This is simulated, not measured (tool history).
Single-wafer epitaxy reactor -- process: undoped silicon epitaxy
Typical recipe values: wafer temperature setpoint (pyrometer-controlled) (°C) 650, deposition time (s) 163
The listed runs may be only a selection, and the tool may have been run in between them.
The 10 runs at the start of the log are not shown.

run   hour  wafer temperature setpoint (pyrometer-controlled) (°C)  deposition time (s)  read-back reference wafer on the same gauge, thickness_nm  mean film thickness on the monitor wafer (Å)
 11  138.4                                                     650                  163                                                     28.597                                        276.65
 12  146.5                                                     650                  163                                                     28.579                                        278.04
 13  155.5                                                     650                  163                                                     28.578                                        278.00
     163.6  -- gauge calibrated
 14  172.4                                                     650                  163                                                     28.591                                        278.30
 15  188.3                                                     656                  163                                                     28.577                                        322.44
 16  196.9                                                     656                  163                                                     28.606                                        322.49
 17  205.1                                                     656                  163                                                     28.578                                        321.25
 18  220.1                                                     650                  163                                                     28.608                                        277.75
 19  237.7                                                     650                  163                                                     28.611                                        278.17
 20  251.8                                                     637                  148                                                     28.604                                        181.64
 21  261.2                                                     650                  163                                                     28.619                                        277.29
 22  270.3                                                     660                  186                                                     28.579                                        405.20
 23  281.3                                                     650                  194                                                     28.599                                        330.42
 24  297.6                                                     663                  187                                                     28.609                                        437.02
 25  311.8                                                     650                  163                                                     28.602                                        277.47
 26  328.2                                                     665                  163                                                     28.621                                        399.80
     341.9  -- pyrometer calibrated
 27  370.1                                                     645                  173                                                     28.615                                        251.81
 28  386.4                                                     650                  185                                                     28.603                                        305.36
 29  396.1                                                     650                  163                                                     28.617                                        269.31
 30  412.1                                                     655                  186                                                     28.579                                        348.49
 31  423.1                                                     650                  163                                                     28.592                                        269.12
 32  439.2                                                     661                  131                                                     28.624                                        284.61

Forecast run 33:
 33  447.4                                                     643                  173                                                          ?                                             ?

{"run 33": {"read-back reference wafer on the same gauge, thickness_nm": 28.579, "mean film thickness on the monitor wafer (Å)": 240.3}}
With no hidden state in the tool, this same run would have given mean film thickness on the monitor wafer (Å) 238.55.
